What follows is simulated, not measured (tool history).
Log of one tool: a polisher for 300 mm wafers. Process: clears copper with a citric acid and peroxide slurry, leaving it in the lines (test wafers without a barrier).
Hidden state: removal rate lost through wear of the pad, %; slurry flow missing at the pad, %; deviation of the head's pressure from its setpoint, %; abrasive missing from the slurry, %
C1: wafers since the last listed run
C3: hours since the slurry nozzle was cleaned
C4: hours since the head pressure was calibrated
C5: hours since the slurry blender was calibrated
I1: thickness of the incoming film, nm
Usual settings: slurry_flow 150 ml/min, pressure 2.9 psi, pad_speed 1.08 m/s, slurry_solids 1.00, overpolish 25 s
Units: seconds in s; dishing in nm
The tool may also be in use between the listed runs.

Run 1, hour 0.0: usual settings but overpolish 32 s; C1 0; wafers polished on this pad 1924; C3 137.0; C4 233.6; C5 439.5; I1 215.2. Result: seconds 85.3 s, dishing 51.5 nm.
At hour 75.0: slurry blender recalibrated.
At hour 107.3: worn pad replaced by a new one.
Run 2, hour 118.4: usual settings but pressure 2.2 psi; C1 751; wafers polished on this pad 74; C3 255.4; C4 352.0; C5 43.4; I1 218.8. Result: seconds 117.4 s, dishing 33.2 nm.
Run 3, hour 155.8: usual settings but pressure 2.2 psi; C1 250; wafers polished on this pad 324; C3 292.8; C4 389.4; C5 80.8; I1 214.0. Result: seconds 114.3 s, dishing 32.7 nm.
Run 4, hour 193.3: usual settings; C1 250; wafers polished on this pad 575; C3 330.3; C4 426.9; C5 118.3; I1 214.1. Result: seconds 87.7 s, dishing 42.1 nm.
Run 5, hour 433.5: usual settings; C1 1606; wafers polished on this pad 2181; C3 570.5; C4 667.1; C5 358.5; I1 213.0. Result: seconds 87.1 s, dishing 40.6 nm.
At hour 437.6: worn pad replaced by a new one.
At hour 480.2: slurry blender recalibrated.
Run 6, hour 480.7: usual settings but slurry_flow 175 ml/min, pad_speed 1.38 m/s; C1 275; wafers polished on this pad 275; C3 617.7; C4 714.3; C5 0.5; I1 215.2. Result: seconds 68.9 s, dishing 49.8 nm.
Run 7, hour 558.7: usual settings but slurry_flow 175 ml/min, pad_speed 1.38 m/s; C1 521; wafers polished on this pad 796; C3 695.7; C4 792.3; C5 78.5; I1 216.0. Result: seconds 71.4 s, dishing 50.1 nm.
At hour 579.8: head pressure recalibrated.
Run 8, hour 664.1: usual settings; C1 691; wafers polished on this pad 1488; C3 801.1; C4 84.3; C5 183.9; I1 216.1. Result: seconds 98.9 s, dishing 37.7 nm.
At hour 698.3: slurry nozzle cleaned.
Run 9, hour 710.7: usual settings; C1 304; wafers polished on this pad 1793; C3 12.4; C4 130.9; C5 230.5; I1 213.2. Result: seconds 97.2 s, dishing 36.5 nm.
At hour 750.0: worn pad replaced by a new one.
Run 10, hour 765.6: usual settings; C1 340; wafers polished on this pad 104; C3 67.3; C4 185.8; C5 285.4; I1 216.1. Result: seconds 96.8 s, dishing 37.3 nm.
At hour 817.4: head pressure recalibrated, repeated, since the last time left the tool worse.
Run 11, hour 847.5: usual settings; C1 534; wafers polished on this pad 638; C3 149.2; C4 30.1; C5 367.3; I1 216.9. Result: seconds 88.8 s, dishing 41.1 nm.
At hour 911.3: slurry blender recalibrated.
Run 12, hour 948.6: usual settings; C1 662; wafers polished on this pad 1301; C3 250.3; C4 131.2; C5 37.3; I1 215.3. Result: seconds 89.7 s, dishing 41.0 nm.
Run 13, hour 993.2: usual settings; C1 298; wafers polished on this pad 1599; C3 294.9; C4 175.8; C5 81.9; I1 214.7. Result: seconds 85.3 s, dishing 41.4 nm.
Run 14, hour 1037.4: usual settings but pad_speed 0.86 m/s, slurry_solids 1.20; C1 295; wafers polished on this pad 1895; C3 339.1; C4 220.0; C5 126.1; I1 212.7. Result: seconds 103.7 s, dishing 36.3 nm.
Run 15, hour 1077.8: usual settings; C1 270; wafers polished on this pad 2165; C3 379.5; C4 260.4; C5 166.5; I1 216.7. Result: seconds 90.1 s, dishing 40.9 nm.
Run 16, hour 1120.7: usual settings but overpolish 30 s; C1 286; wafers polished on this pad 2452; C3 422.4; C4 303.3; C5 209.4; I1 217.7. Result: seconds 90.5 s, dishing 47.6 nm.
At hour 1143.0: worn pad replaced by a new one.
Run 17, hour 1172.2: usual settings but slurry_flow 165 ml/min, pad_speed 0.80 m/s; C1 317; wafers polished on this pad 195; C3 473.9; C4 354.8; C5 260.9; I1 212.2. Result: seconds 115.8 s, dishing 32.6 nm.
Run 18, hour 1219.6: usual settings; C1 317; wafers polished on this pad 512; C3 521.3; C4 402.2; C5 308.3; I1 214.3. Result: seconds 92.3 s, dishing 40.5 nm.
Run 19, hour 1273.1: usual settings; C1 357; wafers polished on this pad 869; C3 574.8; C4 455.7; C5 361.8; I1 214.6. Result: seconds 89.8 s, dishing 39.5 nm.
Run 20, hour 1343.9: usual settings but pressure 3.9 psi, overpolish 35 s; C1 473; wafers polished on this pad 1343; C3 645.6; C4 526.5; C5 432.6; I1 211.1. Result: seconds 67.9 s, dishing 66.1 nm.
At hour 1345.6: slurry nozzle cleaned.
Run 21, hour 1384.0: usual settings but slurry_flow 115 ml/min, overpolish 32 s; C1 261; wafers polished on this pad 1604; C3 38.4; C4 566.6; C5 472.7; I1 214.4. Result: seconds 98.1 s, dishing 47.0 nm.
At hour 1436.5: slurry blender recalibrated.
Run 22, hour 1463.6: usual settings; C1 519; wafers polished on this pad 2123; C3 118.0; C4 646.2; C5 27.1; I1 214.8. Result: seconds 96.7 s, dishing 40.2 nm.
At hour 1499.0: worn pad replaced by a new one.
Run 23, hour 1527.8: usual settings but slurry_flow 190 ml/min, pressure 3.4 psi, pad_speed 0.96 m/s; C1 402; wafers polished on this pad 192; C3 182.2; C4 710.4; C5 91.3; I1 213.9. Result: seconds 85.2 s, dishing 41.5 nm.
Run 24, hour 1621.2: usual settings but slurry_flow 135 ml/min, pressure 2.0 psi, pad_speed 1.30 m/s, overpolish 36 s; C1 624; wafers polished on this pad 817; C3 275.6; C4 803.8; C5 184.7; I1 213.3. Result: seconds 117.8 s, dishing 43.7 nm.
Run 25, hour 1718.7: usual settings but slurry_flow 130 ml/min, pad_speed 1.44 m/s, slurry_solids 0.75, overpolish 37 s; C1 652; wafers polished on this pad 1469; C3 373.1; C4 901.3; C5 282.2; I1 213.5. Result: seconds 81.4 s, dishing 58.8 nm.
Run 26, hour 1780.8: usual settings but slurry_flow 105 ml/min, pad_speed 0.98 m/s; C1 415; wafers polished on this pad 1884; C3 435.2; C4 963.4; C5 344.3; I1 214.4. Result: seconds 120.1 s, dishing 31.9 nm.

5 ways to go on from here, each from the tool as it stands after run 26. What would each give?
Run A, hour 1781.3: usual settings but pad_speed 0.76 m/s; C1 3; wafers polished on this pad 1887; C3 435.7; C4 963.9; C5 344.8; I1 213.5. Result: seconds ?, dishing ?.
Run B, hour 1781.3: usual settings but pad_speed 1.44 m/s; C1 3; wafers polished on this pad 1887; C3 435.7; C4 963.9; C5 344.8; I1 213.5. Result: seconds ?, dishing ?.
Run C, hour 1781.3: usual settings but pad_speed 0.84 m/s, slurry_solids 1.25; C1 3; wafers polished on this pad 1887; C3 435.7; C4 963.9; C5 344.8; I1 213.5. Result: seconds ?, dishing ?.
Run D, hour 1781.3: usual settings but slurry_flow 170 ml/min, pressure 3.5 psi, pad_speed 0.84 m/s, overpolish 37 s; C1 3; wafers polished on this pad 1887; C3 435.7; C4 963.9; C5 344.8; I1 213.5. Result: seconds ?, dishing ?.
Run E, hour 1781.3: usual settings but slurry_flow 135 ml/min, pad_speed 1.18 m/s, overpolish 21 s; C1 3; wafers polished on this pad 1887; C3 435.7; C4 963.9; C5 344.8; I1 213.5. Result: seconds ?, dishing ?.

run  seconds  dishing
  A    135.4     27.2
  B     72.8     46.2
  C    114.8     31.5
  D    100.2     49.7
  E     90.3     33.3
Without the tool's hidden state the same runs would have given:
run  seconds  dishing
  A    116.6     31.3
  B     62.5     52.8
  C     98.8     36.1
  D     86.1     56.6
  E     77.6     38.2

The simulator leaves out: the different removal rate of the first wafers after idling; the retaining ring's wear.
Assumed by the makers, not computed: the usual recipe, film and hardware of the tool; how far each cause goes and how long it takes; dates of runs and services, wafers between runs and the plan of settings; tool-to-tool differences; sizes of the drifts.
